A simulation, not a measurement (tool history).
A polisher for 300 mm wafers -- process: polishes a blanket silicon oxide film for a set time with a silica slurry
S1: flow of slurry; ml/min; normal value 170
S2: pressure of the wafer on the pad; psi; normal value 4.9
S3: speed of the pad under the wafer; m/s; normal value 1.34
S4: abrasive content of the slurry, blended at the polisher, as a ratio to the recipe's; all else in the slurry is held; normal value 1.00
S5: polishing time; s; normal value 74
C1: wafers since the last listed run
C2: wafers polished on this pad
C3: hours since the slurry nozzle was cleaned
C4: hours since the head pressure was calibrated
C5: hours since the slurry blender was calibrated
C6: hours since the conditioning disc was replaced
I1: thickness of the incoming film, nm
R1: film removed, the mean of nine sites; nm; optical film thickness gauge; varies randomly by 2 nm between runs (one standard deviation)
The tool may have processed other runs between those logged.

{"run": 1, "day": 0.0, "S1": 170, "S2": 4.9, "S3": 1.34, "S4": 1.0, "S5": 74, "C1": 0, "C2": 315, "C3": 116.6, "C4": 581.2, "C5": 29.1, "C6": 108.3, "I1": 985.8, "R1": 276.7}
{"run": 2, "day": 1.638, "S1": 170, "S2": 4.9, "S3": 1.34, "S4": 1.0, "S5": 74, "C1": 300, "C2": 615, "C3": 155.9, "C4": 620.5, "C5": 68.4, "C6": 147.6, "I1": 987.6, "R1": 275.7}
{"run": 3, "day": 3.4, "S1": 170, "S2": 4.9, "S3": 1.34, "S4": 1.0, "S5": 74, "C1": 322, "C2": 938, "C3": 198.2, "C4": 662.8, "C5": 110.7, "C6": 189.9, "I1": 975.5, "R1": 277.3}
{"day": 5.346, "done": "worn pad replaced by a new one"}
{"day": 5.521, "done": "slurry blender recalibrated"}
{"run": 4, "day": 5.983, "S1": 170, "S2": 4.9, "S3": 1.34, "S4": 1.0, "S5": 74, "C1": 427, "C2": 101, "C3": 260.2, "C4": 724.8, "C5": 11.1, "C6": 251.9, "I1": 986.3, "R1": 276.0}
{"run": 5, "day": 7.425, "S1": 170, "S2": 4.9, "S3": 1.34, "S4": 1.0, "S5": 74, "C1": 264, "C2": 365, "C3": 294.8, "C4": 759.4, "C5": 45.7, "C6": 286.5, "I1": 973.7, "R1": 278.9}
{"day": 9.475, "done": "conditioning disc replaced and pad reconditioned"}
{"day": 11.408, "done": "slurry blender recalibrated"}
{"day": 12.212, "done": "worn pad replaced by a new one"}
{"day": 14.838, "done": "slurry nozzle cleaned"}
{"run": 6, "day": 16.054, "S1": 170, "S2": 4.9, "S3": 1.34, "S4": 1.0, "S5": 74, "C1": 1512, "C2": 695, "C3": 29.2, "C4": 966.5, "C5": 111.5, "C6": 157.9, "I1": 981.7, "R1": 277.8}
{"day": 16.792, "done": "head pressure recalibrated"}
{"run": 7, "day": 17.65, "S1": 170, "S2": 4.9, "S3": 1.34, "S4": 1.0, "S5": 74, "C1": 277, "C2": 973, "C3": 67.5, "C4": 20.6, "C5": 149.8, "C6": 196.2, "I1": 991.0, "R1": 279.4}
{"day": 18.483, "done": "worn pad replaced by a new one"}
{"day": 18.646, "done": "slurry blender recalibrated"}
{"run": 8, "day": 19.717, "S1": 170, "S2": 5.6, "S3": 1.18, "S4": 1.25, "S5": 98, "C1": 332, "C2": 210, "C3": 117.1, "C4": 70.2, "C5": 25.7, "C6": 245.8, "I1": 1007.0, "R1": 414.8}
{"run": 9, "day": 21.329, "S1": 170, "S2": 4.9, "S3": 1.02, "S4": 1.0, "S5": 74, "C1": 295, "C2": 506, "C3": 155.8, "C4": 108.9, "C5": 64.4, "C6": 284.5, "I1": 1002.4, "R1": 224.5}
{"day": 22.346, "done": "conditioning disc replaced and pad reconditioned"}
{"run": 10, "day": 23.367, "S1": 170, "S2": 3.3, "S3": 1.16, "S4": 1.2, "S5": 74, "C1": 358, "C2": 864, "C3": 204.7, "C4": 157.8, "C5": 113.3, "C6": 24.5, "I1": 1008.0, "R1": 177.7}
{"day": 24.346, "done": "slurry blender recalibrated"}
{"day": 24.538, "done": "worn pad replaced by a new one"}
{"run": 11, "day": 25.392, "S1": 170, "S2": 3.8, "S3": 1.34, "S4": 1.0, "S5": 74, "C1": 325, "C2": 156, "C3": 253.3, "C4": 206.4, "C5": 25.1, "C6": 73.1, "I1": 1001.1, "R1": 216.0}
{"run": 12, "day": 28.375, "S1": 170, "S2": 6.1, "S3": 1.34, "S4": 1.0, "S5": 74, "C1": 546, "C2": 703, "C3": 324.9, "C4": 278.0, "C5": 96.7, "C6": 144.7, "I1": 984.0, "R1": 350.4}
{"run": 13, "day": 29.404, "S1": 140, "S2": 4.9, "S3": 1.34, "S4": 1.0, "S5": 74, "C1": 188, "C2": 891, "C3": 349.6, "C4": 302.7, "C5": 121.4, "C6": 169.4, "I1": 970.6, "R1": 269.2}
{"day": 30.425, "done": "slurry blender recalibrated"}
{"run": 14, "day": 30.812, "S1": 170, "S2": 4.9, "S3": 1.34, "S4": 1.0, "S5": 74, "C1": 242, "C2": 1134, "C3": 383.4, "C4": 336.5, "C5": 9.3, "C6": 203.2, "I1": 992.2, "R1": 277.7}
{"day": 31.538, "done": "worn pad replaced by a new one"}
{"run": 15, "day": 32.175, "S1": 170, "S2": 4.9, "S3": 1.34, "S4": 1.0, "S5": 74, "C1": 219, "C2": 116, "C3": 416.1, "C4": 369.2, "C5": 42.0, "C6": 235.9, "I1": 990.2, "R1": 279.1}

Across each entry between runs, compare the hidden state at the last listed run before it with the hidden state at the first listed run after it:
From run 3 to run 4: worn pad replaced by a new one (day 5.346); slurry blender recalibrated (day 5.521)
  the hidden state is the same at both runs
From run 5 to run 6: conditioning disc replaced and pad reconditioned (day 9.475); slurry blender recalibrated (day 11.408); worn pad replaced by a new one (day 12.212); slurry nozzle cleaned (day 14.838)
  the hidden state is the same at both runs
From run 6 to run 7: head pressure recalibrated (day 16.792)
  the hidden state is the same at both runs
From run 7 to run 8: worn pad replaced by a new one (day 18.483); slurry blender recalibrated (day 18.646)
  the hidden state is the same at both runs
From run 9 to run 10: conditioning disc replaced and pad reconditioned (day 22.346)
  the hidden state is the same at both runs
From run 10 to run 11: slurry blender recalibrated (day 24.346); worn pad replaced by a new one (day 24.538)
  the hidden state is the same at both runs
From run 13 to run 14: slurry blender recalibrated (day 30.425)
  the hidden state is the same at both runs
From run 14 to run 15: worn pad replaced by a new one (day 31.538)
  the hidden state is the same at both runs
